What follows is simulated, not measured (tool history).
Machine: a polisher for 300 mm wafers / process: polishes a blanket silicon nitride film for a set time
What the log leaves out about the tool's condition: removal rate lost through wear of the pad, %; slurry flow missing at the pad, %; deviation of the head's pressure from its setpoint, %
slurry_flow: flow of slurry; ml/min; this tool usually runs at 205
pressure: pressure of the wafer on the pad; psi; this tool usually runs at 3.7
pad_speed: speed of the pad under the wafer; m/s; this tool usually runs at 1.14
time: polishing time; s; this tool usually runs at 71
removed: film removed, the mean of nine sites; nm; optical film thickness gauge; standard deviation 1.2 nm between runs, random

run	day	slurry_flow	pressure	pad_speed	time	wafers since the last listed run	wafers polished on this pad	hours since the slurry nozzle was cleaned	hours since the head pressure was calibrated	incoming thickness of the incoming film, nm	removed
1	0.000	205	3.4	1.14	80	0	367	566.7	1256.6	788.9	150.7
2	0.750	205	3.7	0.90	71	236	603	584.7	1274.6	799.8	124.6
3	1.483	205	3.7	0.90	71	231	835	602.3	1292.2	791.2	125.1
4	1.946	205	4.5	1.14	71	145	980	613.4	1303.3	775.6	175.7
5	2.317	205	4.5	1.14	71	116	1097	622.3	1312.2	798.0	177.2
# day 2.654: worn pad replaced by a new one
6	3.029	205	4.5	1.14	71	172	118	639.4	1329.3	789.7	177.1
7	3.754	205	3.7	1.14	71	228	346	656.8	1346.7	772.3	147.1
# day 3.883: slurry nozzle cleaned
# day 4.208: head pressure recalibrated
8	4.362	205	3.7	1.14	71	152	499	11.5	3.7	793.0	147.5
9	4.708	205	3.7	1.14	71	109	608	19.8	12.0	802.4	144.8
10	5.104	225	4.3	1.32	47	124	733	29.3	21.5	790.3	125.7
11	5.454	205	3.7	1.14	87	110	843	37.7	29.9	787.6	179.5
# day 5.912: worn pad replaced by a new one
12	6.104	265	3.7	1.14	92	152	60	53.3	45.5	790.9	192.5
13	6.492	240	3.7	0.92	90	122	182	62.6	54.8	801.7	158.9
14	6.938	205	3.7	1.14	71	140	323	73.3	65.5	791.7	145.0

Run 15 has not been measured yet. What should we expect?
15	7.392	205	4.2	1.48	71	143	466	84.2	76.4	799.4	?

Run 15 gave removed 200.6 nm.
If the tool had no hidden condition, the same run with the same run-to-run variation would have returned removed 200.6 nm.
